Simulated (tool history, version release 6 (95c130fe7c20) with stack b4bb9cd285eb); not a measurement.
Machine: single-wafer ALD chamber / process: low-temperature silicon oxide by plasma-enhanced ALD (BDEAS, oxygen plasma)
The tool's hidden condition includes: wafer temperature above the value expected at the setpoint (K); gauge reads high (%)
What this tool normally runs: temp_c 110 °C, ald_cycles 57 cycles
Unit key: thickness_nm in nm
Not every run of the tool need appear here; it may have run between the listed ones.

run	hour	temp_c	ald_cycles	wafers since the last listed run	hours since the last thermocouple change	hours since the gauge calibration	read-back reference wafer on the same gauge, thickness_nm	thickness_nm
1	0	107	57	0	989.8	1247	8.433	7.764
2	97.8	107	57	605	1087.6	1344.8	8.434	7.714
3	123.3	107	57	157	1113.1	1370.3	8.437	7.721
# hour 145.8: gauge calibrated
4	185.5	99	57	385	1175.3	39.7	8.428	7.852
5	245.5	99	57	371	1235.3	99.7	8.43	7.835
6	269.6	110	49	149	1259.4	123.8	8.428	6.624
7	332.9	110	49	392	1322.7	187.1	8.436	6.603
8	379.8	110	49	290	1369.6	234	8.426	6.612
9	430.8	106	57	315	1420.6	285	8.433	7.707
10	464.6	106	57	209	1454.4	318.8	8.429	7.745
11	523	110	57	361	1512.8	377.2	8.429	7.707
12	588.4	110	57	405	1578.2	442.6	8.431	7.667
13	629.7	110	57	255	1619.5	483.9	8.421	7.682
14	685.1	110	57	343	1674.9	539.3	8.433	7.663
# hour 775.7: thermocouple changed; heater temperature recalibrated
15	798.5	110	57	652	22.8	652.7	8.429	7.753
16	828.5	117	53	185	52.8	682.7	8.422	7.118
17	873.6	117	53	279	97.9	727.8	8.423	7.11
18	931.1	117	53	356	155.4	785.3	8.426	7.083
19	979.2	110	53	297	203.5	833.4	8.436	7.144
20	1013.1	110	53	209	237.4	867.3	8.429	7.21
21	1056.4	121	57	268	280.7	910.6	8.432	7.586
22	1081	110	52	152	305.3	935.2	8.433	7.074
23	1120.2	101	61	242	344.5	974.4	8.431	8.351
24	1186.6	99	66	411	410.9	1040.8	8.429	9.143
25	1230.9	99	57	274	455.2	1085.1	8.429	7.887
26	1273.1	110	53	261	497.4	1127.3	8.421	7.166
27	1343.1	96	54	433	567.4	1197.3	8.43	7.49
28	1383.6	119	57	250	607.9	1237.8	8.434	7.587
# hour 1415.3: gauge calibrated
29	1434.6	99	57	315	658.9	19.3	8.422	7.857
30	1575	96	57	869	799.3	159.7	8.428	7.921
31	1632.8	119	57	358	857.1	217.5	8.421	7.583
32	1675.8	100	57	266	900.1	260.5	8.436	7.818
33	1714.5	116	65	239	938.8	299.2	8.429	8.707
34	1758.7	110	50	273	983	343.4	8.43	6.734
35	1783.3	110	63	152	1007.6	368	8.428	8.543
36	1813.3	99	57	185	1037.6	398	8.427	7.825
37	1882	97	57	425	1106.3	466.7	8.424	7.887
38	1906.6	96	57	152	1130.9	491.3	8.427	7.919
39	1975.7	101	66	428	1200	560.4	8.431	9.023
40	2024.3	124	57	301	1248.6	609	8.437	7.531
41	2052.7	110	57	175	1277	637.4	8.429	7.683
42	2111.5	116	62	364	1335.8	696.2	8.431	8.258
43	2289.8	118	61	1104	1514.1	874.5	8.427	8.099
44	2394.8	110	57	650	1619.1	979.5	8.425	7.655

Take each entry between the runs: how does the hidden state at the last listed run before it differ from the hidden state at the first listed run after it?
In the gap between runs 3 and 4: gauge calibrated (hour 145.8)
  wafer temperature above the value expected at the setpoint (K): 3.91 -> 4.09
  measured value less the no-hidden-state value, thickness_nm: -0.051 -> -0.057 nm
In the gap between runs 14 and 15: thermocouple changed; heater temperature recalibrated (hour 775.7)
  wafer temperature above the value expected at the setpoint (K): 5.56 -> 0.841
  measured value less the no-hidden-state value, thickness_nm: -0.074 -> -0.012 nm
In the gap between runs 28 and 29: gauge calibrated (hour 1415.3)
  wafer temperature above the value expected at the setpoint (K): 2.56 -> 2.71
  measured value less the no-hidden-state value, thickness_nm: -0.034 -> -0.04 nm

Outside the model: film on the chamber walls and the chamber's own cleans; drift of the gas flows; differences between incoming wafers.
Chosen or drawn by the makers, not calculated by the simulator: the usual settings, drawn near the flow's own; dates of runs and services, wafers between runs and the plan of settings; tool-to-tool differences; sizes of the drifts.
